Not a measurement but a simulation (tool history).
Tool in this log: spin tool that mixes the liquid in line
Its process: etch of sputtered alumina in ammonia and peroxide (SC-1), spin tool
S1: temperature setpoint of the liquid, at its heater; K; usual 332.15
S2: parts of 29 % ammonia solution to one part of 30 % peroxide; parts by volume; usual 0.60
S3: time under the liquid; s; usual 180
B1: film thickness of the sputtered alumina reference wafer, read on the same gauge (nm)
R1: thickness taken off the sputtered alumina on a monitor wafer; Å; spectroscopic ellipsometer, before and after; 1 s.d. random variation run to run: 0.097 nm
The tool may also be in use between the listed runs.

{"run": 1, "hour": 0.0, "S1": 332.15, "S2": 0.4, "S3": 210, "B1": 100.0, "R1": 139.4}
{"hour": 9.8, "done": "ammonia flow meter replaced"}
{"run": 2, "hour": 64.9, "S1": 332.15, "S2": 0.6, "S3": 180, "B1": 99.96, "R1": 123.5}
{"run": 3, "hour": 204.1, "S1": 332.15, "S2": 0.6, "S3": 180, "B1": 99.97, "R1": 122.1}
{"run": 4, "hour": 277.2, "S1": 332.15, "S2": 0.6, "S3": 180, "B1": 99.98, "R1": 123.1}
{"hour": 312.9, "done": "new drum of ammonia solution connected"}
{"run": 5, "hour": 339.5, "S1": 332.15, "S2": 0.6, "S3": 180, "B1": 99.98, "R1": 124.0}
{"run": 6, "hour": 437.1, "S1": 332.15, "S2": 0.6, "S3": 180, "B1": 100.01, "R1": 121.9}
{"run": 7, "hour": 538.8, "S1": 332.15, "S2": 0.6, "S3": 180, "B1": 100.05, "R1": 121.2}
{"hour": 583.5, "done": "gauge calibrated"}
{"run": 8, "hour": 609.9, "S1": 332.15, "S2": 0.7, "S3": 100, "B1": 99.96, "R1": 69.3}
{"run": 9, "hour": 694.2, "S1": 332.15, "S2": 0.35, "S3": 285, "B1": 100.02, "R1": 184.8}
{"run": 10, "hour": 732.2, "S1": 324.15, "S2": 0.35, "S3": 110, "B1": 100.0, "R1": 46.2}
{"run": 11, "hour": 776.6, "S1": 332.15, "S2": 0.6, "S3": 180, "B1": 99.94, "R1": 120.7}
{"hour": 794.5, "done": "heated supply line repaired"}
{"run": 12, "hour": 845.5, "S1": 328.65, "S2": 0.6, "S3": 180, "B1": 100.0, "R1": 100.6}
{"run": 13, "hour": 916.4, "S1": 332.15, "S2": 0.6, "S3": 180, "B1": 99.96, "R1": 123.4}
{"run": 14, "hour": 953.6, "S1": 335.15, "S2": 0.45, "S3": 150, "B1": 99.94, "R1": 115.2}
{"hour": 1030.0, "done": "new drum of ammonia solution connected"}
{"run": 15, "hour": 1030.9, "S1": 332.15, "S2": 0.6, "S3": 180, "B1": 100.03, "R1": 121.3}
{"run": 16, "hour": 1099.2, "S1": 323.65, "S2": 0.75, "S3": 220, "B1": 99.98, "R1": 96.6}
{"run": 17, "hour": 1139.5, "S1": 332.15, "S2": 0.6, "S3": 180, "B1": 100.01, "R1": 122.5}
{"hour": 1144.4, "done": "thermometer replaced"}
{"run": 18, "hour": 1212.1, "S1": 337.65, "S2": 0.8, "S3": 230, "B1": 99.96, "R1": 223.9}
{"run": 19, "hour": 1271.7, "S1": 332.15, "S2": 0.6, "S3": 180, "B1": 100.02, "R1": 129.9}
{"run": 20, "hour": 1352.0, "S1": 332.15, "S2": 0.6, "S3": 215, "B1": 99.99, "R1": 151.6}
{"run": 21, "hour": 1437.4, "S1": 332.15, "S2": 0.85, "S3": 135, "B1": 99.99, "R1": 99.1}
{"run": 22, "hour": 1518.5, "S1": 332.15, "S2": 0.7, "S3": 130, "B1": 100.0, "R1": 93.4}
{"run": 23, "hour": 1570.5, "S1": 332.15, "S2": 0.9, "S3": 100, "B1": 99.98, "R1": 73.7}
{"run": 24, "hour": 1670.7, "S1": 335.65, "S2": 0.6, "S3": 180, "B1": 99.99, "R1": 151.4}
{"hour": 1729.3, "done": "new drum of ammonia solution connected"}
{"run": 25, "hour": 1735.4, "S1": 332.15, "S2": 0.9, "S3": 180, "B1": 100.0, "R1": 130.3}

3 options for the next run, each taken on its own from the tool as it stands now. Forecast them:
{"run": "A", "hour": 1735.9, "S1": 332.15, "S2": 0.4, "S3": 180, "B1": "?", "R1": "?"}
{"run": "B", "hour": 1735.9, "S1": 332.15, "S2": 0.6, "S3": 145, "B1": "?", "R1": "?"}
{"run": "C", "hour": 1735.9, "S1": 332.15, "S2": 0.6, "S3": 135, "B1": "?", "R1": "?"}

run=A B1=100.02 R1=122.3
run=B B1=100.02 R1=102.3
run=C B1=100.02 R1=95.3
Had the tool no hidden state, the same runs would have come out as:
run=A R1=123.9
run=B R1=103.7
run=C R1=96.6
